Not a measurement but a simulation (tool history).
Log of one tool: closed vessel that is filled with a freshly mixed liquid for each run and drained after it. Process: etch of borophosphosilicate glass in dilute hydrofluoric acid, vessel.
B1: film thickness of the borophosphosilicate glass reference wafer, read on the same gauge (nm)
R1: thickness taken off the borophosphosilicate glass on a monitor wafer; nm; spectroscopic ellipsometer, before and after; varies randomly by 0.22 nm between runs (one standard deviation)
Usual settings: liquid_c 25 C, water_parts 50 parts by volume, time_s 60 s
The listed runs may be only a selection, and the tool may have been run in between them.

run 1 hour=0 | liquid_c=25 water_parts=70 time_s=60 | B1=120.03 | R1=44.37
run 2 hour=10.1 | liquid_c=25 water_parts=70 time_s=60 | B1=119.97 | R1=44.58
run 3 hour=17.6 | liquid_c=25 water_parts=70 time_s=60 | B1=119.98 | R1=44.79
-- hour=20.3 gauge calibrated
run 4 hour=34.8 | liquid_c=25 water_parts=50 time_s=60 | B1=120.03 | R1=64.33
run 5 hour=51.1 | liquid_c=25 water_parts=50 time_s=60 | B1=120.03 | R1=64.5
run 6 hour=63.2 | liquid_c=25 water_parts=50 time_s=60 | B1=119.99 | R1=65.09
run 7 hour=69.4 | liquid_c=25 water_parts=50 time_s=60 | B1=120.02 | R1=64.34
run 8 hour=79.8 | liquid_c=25 water_parts=50 time_s=50 | B1=119.99 | R1=53.31
-- hour=82.8 hydrofluoric acid flow meter replaced
run 9 hour=87.2 | liquid_c=25 water_parts=30 time_s=60 | B1=119.98 | R1=111.23
run 10 hour=93.4 | liquid_c=26.5 water_parts=40 time_s=85 | B1=119.98 | R1=122.93
run 11 hour=100 | liquid_c=25 water_parts=25 time_s=60 | B1=120.01 | R1=133.95
run 12 hour=106.6 | liquid_c=25 water_parts=50 time_s=60 | B1=119.96 | R1=64.14
run 13 hour=116.1 | liquid_c=21.5 water_parts=30 time_s=85 | B1=119.98 | R1=137.36
run 14 hour=126.5 | liquid_c=26.5 water_parts=30 time_s=35 | B1=119.98 | R1=69.32

Estimate the outcome of run 15 from the log above:
-- hour=130.6 thermometer replaced
-- hour=137.1 gauge calibrated
run 15 hour=164.4 | liquid_c=25 water_parts=50 time_s=90 | B1=? | R1=?

{"run 15": {"B1": 119.99, "R1": 87.82}}
Take away the tool's hidden state, keep the run-to-run variation as it was, and the same run would have given R1 86.93 nm.

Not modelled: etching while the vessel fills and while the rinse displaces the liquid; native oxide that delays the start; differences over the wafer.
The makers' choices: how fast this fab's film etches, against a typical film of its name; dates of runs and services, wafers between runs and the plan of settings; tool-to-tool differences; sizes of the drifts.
